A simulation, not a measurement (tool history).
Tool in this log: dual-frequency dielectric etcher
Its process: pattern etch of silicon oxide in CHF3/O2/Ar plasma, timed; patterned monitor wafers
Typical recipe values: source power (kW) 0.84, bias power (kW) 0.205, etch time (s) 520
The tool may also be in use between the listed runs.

run,hour,source power (kW),bias power (kW),etch time (s),wafers since the last listed run,hours since the last wet clean,hours since the last source power generator calibration,hours since the last bias power generator calibration,hours since the last upper electrode change,hours since the gauge calibration,"read-back reference wafer on the same gauge, depth_nm",mean etch depth across the wafer (Å)
1,0,0.93,0.234,520,0,444.9,2845.4,3975.1,4995.5,1368.2,1190.6,13194
2,66.6,0.94,0.205,520,233,511.5,2912,4041.7,5062.1,1434.8,1189.9,12756
# hour 121.9: gauge calibrated
# hour 129.4: wet clean of the chamber
3,200.3,0.94,0.205,520,384,70.9,3045.7,4175.4,5195.8,78.4,1190.7,13315
4,284.5,0.94,0.205,520,295,155.1,3129.9,4259.6,5280,162.6,1189,13293
5,369,0.84,0.205,520,296,239.6,3214.4,4344.1,5364.5,247.1,1191.6,12465
6,445.4,0.84,0.228,520,267,316,3290.8,4420.5,5440.9,323.5,1189.5,12842
7,510.8,0.84,0.228,520,229,381.4,3356.2,4485.9,5506.3,388.9,1189.4,12711
8,560.4,0.84,0.232,520,173,431,3405.8,4535.5,5555.9,438.5,1190.4,12675
# hour 620.9: upper electrode replaced
9,648.9,0.84,0.205,520,225,519.5,3494.3,4624,28,527,1189,12043
10,686.7,0.84,0.205,520,132,557.3,3532.1,4661.8,65.8,564.8,1192.9,12066
# hour 695.5: bias power generator calibrated
# hour 723.5: wet clean of the chamber
11,750,0.84,0.205,520,123,26.5,3595.4,54.5,129.1,628.1,1189.7,13455
12,839.4,0.84,0.205,408,313,115.9,3684.8,143.9,218.5,717.5,1190,10379
13,892.5,0.84,0.205,520,186,169,3737.9,197,271.6,770.6,1189.7,13302
# hour 974: source power generator calibrated
14,1093.1,0.7,0.205,520,688,369.6,119.1,397.6,472.2,971.2,1189.2,11743
15,1146.2,0.67,0.169,520,186,422.7,172.2,450.7,525.3,1024.3,1188.8,10814
# hour 1202: wet clean of the chamber, repeated, since the last time left the tool worse
16,1214.9,0.84,0.205,520,156,12.9,240.9,519.4,594,1093,1190.7,12620
17,1273.4,0.84,0.205,520,204,71.4,299.4,577.9,652.5,1151.5,1190.8,12551
18,1343.5,0.77,0.205,477.5,245,141.5,369.5,648,722.6,1221.6,1190.2,10918
# hour 1371.5: gauge calibrated
19,1387.3,0.84,0.205,561.5,153,185.3,413.3,691.8,766.4,15.8,1190.7,13476

What will run 20 give?
20,1490.6,0.71,0.205,520,361,288.6,516.6,795.1,869.7,119.1,?,?

read-back reference wafer on the same gauge, depth_nm: 1191.1
mean etch depth across the wafer (Å): 11261
If the tool had no hidden condition, the same run with the same run-to-run variation would have returned mean etch depth across the wafer (Å) 11505.

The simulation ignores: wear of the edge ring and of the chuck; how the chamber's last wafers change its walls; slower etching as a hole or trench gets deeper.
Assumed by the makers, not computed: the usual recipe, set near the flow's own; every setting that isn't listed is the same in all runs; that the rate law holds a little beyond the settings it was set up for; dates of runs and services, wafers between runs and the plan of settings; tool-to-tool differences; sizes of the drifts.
